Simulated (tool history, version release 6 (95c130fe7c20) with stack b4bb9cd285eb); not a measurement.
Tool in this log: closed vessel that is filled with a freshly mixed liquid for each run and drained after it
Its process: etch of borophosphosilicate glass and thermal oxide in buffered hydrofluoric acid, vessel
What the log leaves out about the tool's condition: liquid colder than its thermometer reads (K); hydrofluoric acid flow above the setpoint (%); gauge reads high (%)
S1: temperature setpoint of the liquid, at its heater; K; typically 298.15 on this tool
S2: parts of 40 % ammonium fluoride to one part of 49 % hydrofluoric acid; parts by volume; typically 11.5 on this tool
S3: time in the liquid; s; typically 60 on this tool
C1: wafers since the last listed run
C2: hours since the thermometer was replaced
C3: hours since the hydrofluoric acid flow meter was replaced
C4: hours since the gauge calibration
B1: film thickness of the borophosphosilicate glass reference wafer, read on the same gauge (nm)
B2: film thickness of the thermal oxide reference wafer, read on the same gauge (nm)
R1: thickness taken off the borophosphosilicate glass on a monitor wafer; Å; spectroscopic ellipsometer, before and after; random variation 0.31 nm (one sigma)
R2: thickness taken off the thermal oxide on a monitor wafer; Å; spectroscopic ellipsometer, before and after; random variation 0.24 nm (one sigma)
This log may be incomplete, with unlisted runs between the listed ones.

run	hour	S1	S2	S3	C1	C2	C3	C4	B1	B2	R1	R2
1	0	296.15	11.5	60	0	2454.5	2131.6	153	60	49.96	1270.6	705.5
2	17.3	296.15	11.5	60	2178	2471.8	2148.9	170.3	60.03	49.98	1268.5	700.5
3	25.1	296.15	11.5	60	982	2479.6	2156.7	178.1	59.99	50	1267.2	697.2
4	39.1	301.15	11.5	75	1763	2493.6	2170.7	192.1	60.01	49.99	2074.9	1152.9
5	50.3	301.15	11.5	75	1410	2504.8	2181.9	203.3	60	50.03	2076.4	1151.3
6	61.8	301.15	11.5	75	1448	2516.3	2193.4	214.8	60	50.02	2074.8	1153.1
7	70.2	298.15	11.5	60	1057	2524.7	2201.8	223.2	60	50	1417.9	786.6
# hour 74.1: gauge calibrated
8	77.8	298.15	14.5	60	957	2532.3	2209.4	3.7	59.99	50	1130.7	621.2
9	90.4	298.15	14.5	60	1586	2544.9	2222	16.3	59.98	49.97	1133	627
10	98.1	298.15	14.5	60	969	2552.6	2229.7	24	60	50.01	1130.4	626.9
# hour 103.4: thermometer replaced
11	112.5	298.15	11.5	60	1687	9.1	2244.1	38.4	59.99	50	1422.5	784
12	123	294.15	13	45	1322	19.6	2254.6	48.9	60.01	50	759.1	420.6
# hour 128.8: hydrofluoric acid flow meter replaced
13	140.1	298.15	11.5	60	2027	36.7	11.3	66	60.01	50	1492.1	820
14	156.8	298.15	15.5	40	2103	53.4	28	82.7	59.99	50.03	738.5	413.5
15	172	295.65	10	45	1914	68.6	43.2	97.9	60	50.02	1081.7	596.6
# hour 176.3: hydrofluoric acid flow meter replaced, repeated, since the last time left the tool worse
16	179.8	298.15	11.5	60	856	76.4	3.5	105.7	59.98	50.01	1302.2	722.9

What does the tool deliver on the next run?
17	196.5	302.15	11.5	60	2103	93.1	20.2	122.4	?	?	?	?

B1: 59.99
B2: 50
R1: 1617.1 Å
R2: 888.6 Å
On a tool with no hidden condition, and with the same random variation, this run would have come out at R1 1607.6 Å, R2 883.4 Å.
